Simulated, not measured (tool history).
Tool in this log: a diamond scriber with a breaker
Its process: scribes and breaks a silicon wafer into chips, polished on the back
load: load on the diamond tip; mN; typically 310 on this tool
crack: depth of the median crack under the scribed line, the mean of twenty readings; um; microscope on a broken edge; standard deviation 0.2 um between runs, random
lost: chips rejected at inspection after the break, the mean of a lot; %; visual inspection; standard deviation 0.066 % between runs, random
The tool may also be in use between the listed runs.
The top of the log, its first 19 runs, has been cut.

| run | day | load | incoming depth of the damage left on the back of the incoming wafer, um | crack | lost |
|---|---|---|---|---|---|
| 20 | 18.833 | 392 | 0.02 | 14.53 | 5.66 |
| 21 | 20.212 | 398 | 0.02 | 14.95 | 5.84 |
| 22 | 21.017 | 310 | 0.05 | 12.9 | 1.4 |
| 23 | 21.525 | 235 | 0.04 | 11.02 | 6.83 |
| 24 | 22.354 | 285 | 0.04 | 12.11 | 2 |
| 25 | 22.908 | 392 | 0.02 | 15.03 | 5.33 |
| 26 | 24.304 | 232 | 0.04 | 11.04 | 6.99 |
| 27 | 25.308 | 345 | 0.04 | 13.78 | 2.37 |
| 28 | 26.246 | 397 | 0.01 | 15.3 | 5.68 |
| 29 | 27.392 | 230 | 0.03 | 10.92 | 7.44 |
| 30 | 28.638 | 375 | 0.01 | 14.17 | 4.3 |
| 31 | 29.446 | 243 | 0.05 | 10.87 | 5.37 |
| 32 | 31.688 | 249 | 0.04 | 11.73 | 4.83 |
| 33 | 32.604 | 373 | 0.03 | 14.6 | 3.84 |
| 34 | 33.204 | 269 | 0.05 | 11.8 | 2.91 |

Branching from run 34: 3 alternative next runs. What would each branch give?
| A | 33.225 | 310 | 0.03 | ? | ? |
| B | 33.225 | 242 | 0.03 | ? | ? |
| C | 33.225 | 234 | 0.03 | ? | ? |

| run | crack | lost |
|---|---|---|
| A | 12.91 | 1.66 |
| B | 11.15 | 6.09 |
| C | 10.93 | 7.32 |
With the hidden condition removed and each run's random variation left untouched, the same runs would have given:
| run | crack | lost |
|---|---|---|
| A | 12.91 | 1.66 |
| B | 11.15 | 6.09 |
| C | 10.93 | 7.32 |
